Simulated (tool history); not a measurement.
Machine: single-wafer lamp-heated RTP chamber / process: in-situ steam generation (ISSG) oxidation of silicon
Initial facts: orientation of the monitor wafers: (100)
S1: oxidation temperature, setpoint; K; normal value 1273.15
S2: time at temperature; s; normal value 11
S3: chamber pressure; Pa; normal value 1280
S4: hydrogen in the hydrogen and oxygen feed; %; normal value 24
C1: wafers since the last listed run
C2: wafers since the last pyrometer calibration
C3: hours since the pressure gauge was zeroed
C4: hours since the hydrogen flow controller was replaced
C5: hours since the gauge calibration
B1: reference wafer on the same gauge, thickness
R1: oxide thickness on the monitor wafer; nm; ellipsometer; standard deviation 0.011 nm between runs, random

{"run": 1, "day": 0.0, "S1": 1261.15, "S2": 11, "S3": 1280, "S4": 24, "C1": 0, "C2": 5611, "C3": 2071.8, "C4": 2477.4, "C5": 244.4, "B1": 4.199, "R1": 4.225}
{"run": 2, "day": 0.608, "S1": 1273.15, "S2": 11, "S3": 1280, "S4": 24, "C1": 117, "C2": 5729, "C3": 2086.4, "C4": 2492.0, "C5": 259.0, "B1": 4.203, "R1": 4.398}
{"run": 3, "day": 1.275, "S1": 1273.15, "S2": 11, "S3": 1280, "S4": 24, "C1": 129, "C2": 5858, "C3": 2102.4, "C4": 2508.0, "C5": 275.0, "B1": 4.203, "R1": 4.395}
{"run": 4, "day": 2.108, "S1": 1273.15, "S2": 11, "S3": 1280, "S4": 28, "C1": 161, "C2": 6020, "C3": 2122.4, "C4": 2528.0, "C5": 295.0, "B1": 4.198, "R1": 4.567}
{"run": 5, "day": 2.454, "S1": 1273.15, "S2": 11, "S3": 1280, "S4": 24, "C1": 67, "C2": 6087, "C3": 2130.7, "C4": 2536.3, "C5": 303.3, "B1": 4.2, "R1": 4.421}
{"run": 6, "day": 2.979, "S1": 1273.15, "S2": 9, "S3": 1360, "S4": 24, "C1": 101, "C2": 6189, "C3": 2143.3, "C4": 2548.9, "C5": 315.9, "B1": 4.204, "R1": 3.99}
{"run": 7, "day": 3.721, "S1": 1273.15, "S2": 11, "S3": 1347, "S4": 24, "C1": 143, "C2": 6332, "C3": 2161.1, "C4": 2566.7, "C5": 333.7, "B1": 4.198, "R1": 4.356}
{"run": 8, "day": 4.117, "S1": 1267.15, "S2": 11, "S3": 1280, "S4": 24, "C1": 76, "C2": 6409, "C3": 2170.6, "C4": 2576.2, "C5": 343.2, "B1": 4.2, "R1": 4.313}
{"run": 9, "day": 4.633, "S1": 1267.15, "S2": 11, "S3": 1280, "S4": 24, "C1": 100, "C2": 6509, "C3": 2183.0, "C4": 2588.6, "C5": 355.6, "B1": 4.2, "R1": 4.348}
{"run": 10, "day": 5.246, "S1": 1273.15, "S2": 11, "S3": 1213, "S4": 24, "C1": 118, "C2": 6628, "C3": 2197.7, "C4": 2603.3, "C5": 370.3, "B1": 4.199, "R1": 4.473}
{"run": 11, "day": 5.858, "S1": 1273.15, "S2": 11, "S3": 1280, "S4": 18, "C1": 118, "C2": 6747, "C3": 2212.4, "C4": 2618.0, "C5": 385.0, "B1": 4.204, "R1": 4.146}
{"run": 12, "day": 6.525, "S1": 1273.15, "S2": 11, "S3": 1280, "S4": 18, "C1": 129, "C2": 6876, "C3": 2228.4, "C4": 2634.0, "C5": 401.0, "B1": 4.202, "R1": 4.132}
{"run": 13, "day": 6.942, "S1": 1273.15, "S2": 11, "S3": 1280, "S4": 24, "C1": 80, "C2": 6957, "C3": 2238.4, "C4": 2644.0, "C5": 411.0, "B1": 4.2, "R1": 4.425}
{"day": 7.25, "done": "gauge calibrated"}
{"run": 14, "day": 7.338, "S1": 1273.15, "S2": 13, "S3": 1333, "S4": 24, "C1": 76, "C2": 7033, "C3": 2247.9, "C4": 2653.5, "C5": 2.1, "B1": 4.195, "R1": 4.76}
{"day": 8.0, "done": "pressure gauge zeroed"}
{"run": 15, "day": 8.021, "S1": 1273.15, "S2": 12, "S3": 1187, "S4": 28, "C1": 67, "C2": 7101, "C3": 0.5, "C4": 2669.9, "C5": 18.5, "B1": 4.199, "R1": 4.875}
{"run": 16, "day": 8.446, "S1": 1273.15, "S2": 11, "S3": 1280, "S4": 24, "C1": 82, "C2": 7183, "C3": 10.7, "C4": 2680.1, "C5": 28.7, "B1": 4.202, "R1": 4.461}
{"run": 17, "day": 8.942, "S1": 1273.15, "S2": 11, "S3": 1280, "S4": 18, "C1": 96, "C2": 7280, "C3": 22.6, "C4": 2692.0, "C5": 40.6, "B1": 4.203, "R1": 4.153}
{"day": 9.458, "done": "pyrometer window cleaned and pyrometer calibrated"}
{"run": 18, "day": 9.479, "S1": 1273.15, "S2": 11, "S3": 1280, "S4": 24, "C1": 39, "C2": 4, "C3": 35.5, "C4": 2704.9, "C5": 53.5, "B1": 4.202, "R1": 4.317}
{"run": 19, "day": 9.9, "S1": 1291.15, "S2": 11, "S3": 1213, "S4": 20, "C1": 81, "C2": 85, "C3": 45.6, "C4": 2715.0, "C5": 63.6, "B1": 4.201, "R1": 4.428}
{"day": 12.021, "done": "hydrogen flow controller replaced"}
{"run": 20, "day": 12.042, "S1": 1273.15, "S2": 11, "S3": 1280, "S4": 24, "C1": 350, "C2": 436, "C3": 97.0, "C4": 0.5, "C5": 115.0, "B1": 4.196, "R1": 4.317}
{"run": 21, "day": 12.542, "S1": 1273.15, "S2": 10, "S3": 1213, "S4": 24, "C1": 96, "C2": 533, "C3": 109.0, "C4": 12.5, "C5": 127.0, "B1": 4.202, "R1": 4.195}
{"run": 22, "day": 14.338, "S1": 1273.15, "S2": 11, "S3": 1187, "S4": 24, "C1": 348, "C2": 881, "C3": 152.1, "C4": 55.6, "C5": 170.1, "B1": 4.198, "R1": 4.367}
{"run": 23, "day": 14.783, "S1": 1273.15, "S2": 8, "S3": 1280, "S4": 21, "C1": 86, "C2": 967, "C3": 162.8, "C4": 66.3, "C5": 180.8, "B1": 4.202, "R1": 3.659}
{"run": 24, "day": 15.821, "S1": 1273.15, "S2": 11, "S3": 1280, "S4": 24, "C1": 201, "C2": 1168, "C3": 187.7, "C4": 91.2, "C5": 205.7, "B1": 4.199, "R1": 4.334}
{"run": 25, "day": 16.304, "S1": 1262.15, "S2": 9, "S3": 1280, "S4": 24, "C1": 93, "C2": 1262, "C3": 199.3, "C4": 102.8, "C5": 217.3, "B1": 4.2, "R1": 3.853}
{"run": 26, "day": 16.729, "S1": 1273.15, "S2": 11, "S3": 1280, "S4": 29, "C1": 82, "C2": 1344, "C3": 209.5, "C4": 113.0, "C5": 227.5, "B1": 4.201, "R1": 4.524}
{"run": 27, "day": 17.108, "S1": 1273.15, "S2": 11, "S3": 1360, "S4": 24, "C1": 73, "C2": 1418, "C3": 218.6, "C4": 122.1, "C5": 236.6, "B1": 4.199, "R1": 4.266}

Below are 5 alternative next runs, each starting from the tool's condition after run 27. Predict each:
{"run": "A", "day": 17.125, "S1": 1273.15, "S2": 11, "S3": 1173, "S4": 24, "C1": 3, "C2": 1421, "C3": 219.0, "C4": 122.5, "C5": 237.0, "B1": "?", "R1": "?"}
{"run": "B", "day": 17.125, "S1": 1273.15, "S2": 11, "S3": 1280, "S4": 21, "C1": 3, "C2": 1421, "C3": 219.0, "C4": 122.5, "C5": 237.0, "B1": "?", "R1": "?"}
{"run": "C", "day": 17.125, "S1": 1267.15, "S2": 11, "S3": 1347, "S4": 32, "C1": 3, "C2": 1421, "C3": 219.0, "C4": 122.5, "C5": 237.0, "B1": "?", "R1": "?"}
{"run": "D", "day": 17.125, "S1": 1273.15, "S2": 11, "S3": 1227, "S4": 24, "C1": 3, "C2": 1421, "C3": 219.0, "C4": 122.5, "C5": 237.0, "B1": "?", "R1": "?"}
{"run": "E", "day": 17.125, "S1": 1284.15, "S2": 11, "S3": 1187, "S4": 24, "C1": 3, "C2": 1421, "C3": 219.0, "C4": 122.5, "C5": 237.0, "B1": "?", "R1": "?"}

run=A B1=4.197 R1=4.368
run=B B1=4.197 R1=4.176
run=C B1=4.197 R1=4.480
run=D B1=4.197 R1=4.343
run=E B1=4.197 R1=4.533
Without the tool's hidden state the same runs would have given:
run=A R1=4.357
run=B R1=4.165
run=C R1=4.469
run=D R1=4.332
run=E R1=4.521
